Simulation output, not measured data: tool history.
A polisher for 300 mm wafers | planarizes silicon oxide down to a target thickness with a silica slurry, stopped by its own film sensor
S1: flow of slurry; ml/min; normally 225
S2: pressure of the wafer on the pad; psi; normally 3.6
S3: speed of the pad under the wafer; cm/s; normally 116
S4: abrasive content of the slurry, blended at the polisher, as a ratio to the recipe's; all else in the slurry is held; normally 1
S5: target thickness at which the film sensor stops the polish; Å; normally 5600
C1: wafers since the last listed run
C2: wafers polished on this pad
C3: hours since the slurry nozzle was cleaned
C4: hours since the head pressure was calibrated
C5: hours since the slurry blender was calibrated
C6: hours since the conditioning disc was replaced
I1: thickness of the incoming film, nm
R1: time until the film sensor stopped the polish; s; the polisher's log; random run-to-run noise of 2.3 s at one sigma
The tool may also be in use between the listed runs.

run 1 day=0 | S1=225 S2=3.6 S3=116 S4=1 S5=5600 | C1=0 C2=491 C3=120.1 C4=118.2 C5=114.5 C6=123.5 | I1=985.6 | R1=131.7
-- day=4.188 worn pad replaced by a new one
-- day=7.288 head pressure recalibrated
run 2 day=7.996 | S1=225 S2=3.6 S3=116 S4=1 S5=5600 | C1=1369 C2=658 C3=312 C4=17 C5=306.4 C6=315.4 | I1=972.8 | R1=133.4
run 3 day=10.012 | S1=225 S2=3.6 S3=132 S4=1 S5=5600 | C1=356 C2=1015 C3=360.4 C4=65.4 C5=354.8 C6=363.8 | I1=990.7 | R1=130.5
-- day=11.917 worn pad replaced by a new one
-- day=12.488 slurry blender recalibrated
run 4 day=12.546 | S1=225 S2=3.6 S3=132 S4=1 S5=5600 | C1=403 C2=96 C3=421.2 C4=126.2 C5=1.4 C6=424.6 | I1=997 | R1=122.3
-- day=12.888 conditioning disc replaced and pad reconditioned
-- day=13.283 slurry nozzle cleaned
run 5 day=14.717 | S1=225 S2=3.6 S3=132 S4=1 S5=5600 | C1=361 C2=458 C3=34.4 C4=178.3 C5=53.5 C6=43.9 | I1=998.4 | R1=122.8
run 6 day=17.117 | S1=225 S2=3.6 S3=146 S4=1 S5=5600 | C1=424 C2=882 C3=92 C4=235.9 C5=111.1 C6=101.5 | I1=987.9 | R1=112.9
-- day=19.221 head pressure recalibrated
run 7 day=19.992 | S1=225 S2=3.6 S3=146 S4=1 S5=5600 | C1=493 C2=1375 C3=161 C4=18.5 C5=180.1 C6=170.5 | I1=984.3 | R1=107.1
-- day=20.271 worn pad replaced by a new one
run 8 day=22.825 | S1=225 S2=3.6 S3=146 S4=1 S5=5600 | C1=471 C2=451 C3=229 C4=86.5 C5=248.1 C6=238.5 | I1=1001.7 | R1=118.1
run 9 day=24.854 | S1=225 S2=3.6 S3=116 S4=1 S5=5600 | C1=358 C2=810 C3=277.7 C4=135.2 C5=296.8 C6=287.2 | I1=1010.2 | R1=147.8
run 10 day=25.867 | S1=225 S2=3.6 S3=116 S4=1 S5=5600 | C1=178 C2=989 C3=302 C4=159.5 C5=321.1 C6=311.5 | I1=984.1 | R1=140.8
run 11 day=28.488 | S1=225 S2=3.6 S3=116 S4=1 S5=5600 | C1=463 C2=1452 C3=364.9 C4=222.4 C5=384 C6=374.4 | I1=976.9 | R1=145
-- day=29.092 slurry blender recalibrated
-- day=29.238 worn pad replaced by a new one
run 12 day=29.575 | S1=260 S2=3.1 S3=156 S4=1 S5=5600 | C1=151 C2=59 C3=391 C4=248.5 C5=11.6 C6=400.5 | I1=987.9 | R1=116.9
-- day=29.679 slurry nozzle cleaned
-- day=30.758 conditioning disc replaced and pad reconditioned
run 13 day=31.258 | S1=225 S2=3.6 S3=116 S4=1 S5=6960 | C1=275 C2=334 C3=37.9 C4=288.9 C5=52 C6=12 | I1=989.6 | R1=90.2
run 14 day=33.671 | S1=225 S2=4.6 S3=126 S4=1 S5=5600 | C1=426 C2=761 C3=95.8 C4=346.8 C5=109.9 C6=69.9 | I1=1001.2 | R1=107
-- day=34.067 head pressure recalibrated
run 15 day=36.283 | S1=175 S2=4.1 S3=116 S4=0.7 S5=4570 | C1=447 C2=1208 C3=158.5 C4=53.2 C5=172.6 C6=132.6 | I1=984 | R1=193.5
-- day=37.104 worn pad replaced by a new one
run 16 day=37.571 | S1=225 S2=3.6 S3=116 S4=0.75 S5=5600 | C1=198 C2=82 C3=189.4 C4=84.1 C5=203.5 C6=163.5 | I1=995.4 | R1=160.6
run 17 day=39.321 | S1=180 S2=4.8 S3=104 S4=1.15 S5=5600 | C1=309 C2=391 C3=231.4 C4=126.1 C5=245.5 C6=205.5 | I1=996.3 | R1=119
run 18 day=40.604 | S1=225 S2=4.4 S3=154 S4=1.1 S5=4960 | C1=226 C2=618 C3=262.2 C4=156.9 C5=276.3 C6=236.3 | I1=991.2 | R1=105

Here are 3 independent what-if runs from the current tool condition. What would each one return?
run A day=40.625 | S1=225 S2=3.6 S3=116 S4=1.15 S5=5600 | C1=3 C2=622 C3=262.7 C4=157.4 C5=276.8 C6=236.8 | I1=978.7 | R1=?
run B day=40.625 | S1=270 S2=3.6 S3=142 S4=0.8 S5=6770 | C1=3 C2=622 C3=262.7 C4=157.4 C5=276.8 C6=236.8 | I1=978.7 | R1=?
run C day=40.625 | S1=145 S2=3.6 S3=82 S4=0.75 S5=6270 | C1=3 C2=622 C3=262.7 C4=157.4 C5=276.8 C6=236.8 | I1=978.7 | R1=?

run=A R1=128.4
run=B R1=93.2
run=C R1=192.8
With no hidden state in the tool, these same runs would have given:
run=A R1=121.9
run=B R1=87.4
run=C R1=180.5

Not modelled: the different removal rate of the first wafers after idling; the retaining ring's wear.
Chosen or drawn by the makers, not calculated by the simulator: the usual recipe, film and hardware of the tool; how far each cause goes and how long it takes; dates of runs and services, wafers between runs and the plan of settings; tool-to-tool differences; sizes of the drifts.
